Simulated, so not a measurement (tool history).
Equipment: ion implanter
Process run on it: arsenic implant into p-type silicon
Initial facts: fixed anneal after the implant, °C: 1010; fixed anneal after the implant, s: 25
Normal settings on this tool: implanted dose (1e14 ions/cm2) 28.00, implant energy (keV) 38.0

run	hour	implanted dose (1e14 ions/cm2)	implant energy (keV)	read-back reference wafer on the same gauge, sheet resistance	sheet resistance of the implanted and annealed layer (ohm/square)
1	0.0	28.00	38.0	71.29	80.18
2	8.7	28.00	38.0	71.29	80.19
3	18.7	22.47	32.0	71.26	90.68
4	36.2	28.00	38.0	71.32	80.28
5	49.9	28.00	38.0	71.28	80.06
6	103.2	28.00	38.0	71.31	80.13
7	116.8	25.88	38.0	71.32	81.74
8	125.9	25.88	38.0	71.29	81.84
9	179.0	25.88	38.0	71.25	81.73
# hour 179.6: gauge calibrated
10	189.8	28.00	34.0	71.26	84.16
11	207.0	22.51	34.0	71.34	88.62
# hour 223.3: Faraday cup replaced and dose calibrated
12	223.8	28.00	38.0	71.30	80.11
# hour 231.9: extraction supply calibrated
13	233.7	28.00	38.0	71.30	80.18
14	249.8	28.00	28.5	71.30	90.92
15	258.1	33.51	33.5	71.27	81.97
16	268.0	25.88	38.0	71.28	81.56
17	278.4	22.63	38.0	71.32	84.73
18	288.2	28.00	45.0	71.30	74.10
19	295.4	33.25	44.0	71.27	72.29
20	308.6	24.40	38.0	71.23	82.89

Alternative continuations, all from the tool just after run 20; predict every row:
A	309.0	28.00	32.0	?	?
B	309.0	23.26	43.0	?	?
C	309.0	33.13	31.0	?	?
D	309.0	34.97	38.0	?	?
E	309.0	23.99	38.0	?	?

run	read-back reference wafer on the same gauge, sheet resistance	sheet resistance of the implanted and annealed layer (ohm/square)
A	71.32	86.29
B	71.32	79.86
C	71.32	84.91
D	71.32	76.78
E	71.32	83.26
Take away the tool's hidden state, keep each run's random variation, and the runs would have read:
run	sheet resistance of the implanted and annealed layer (ohm/square)
A	86.29
B	79.86
C	84.91
D	76.78
E	83.26
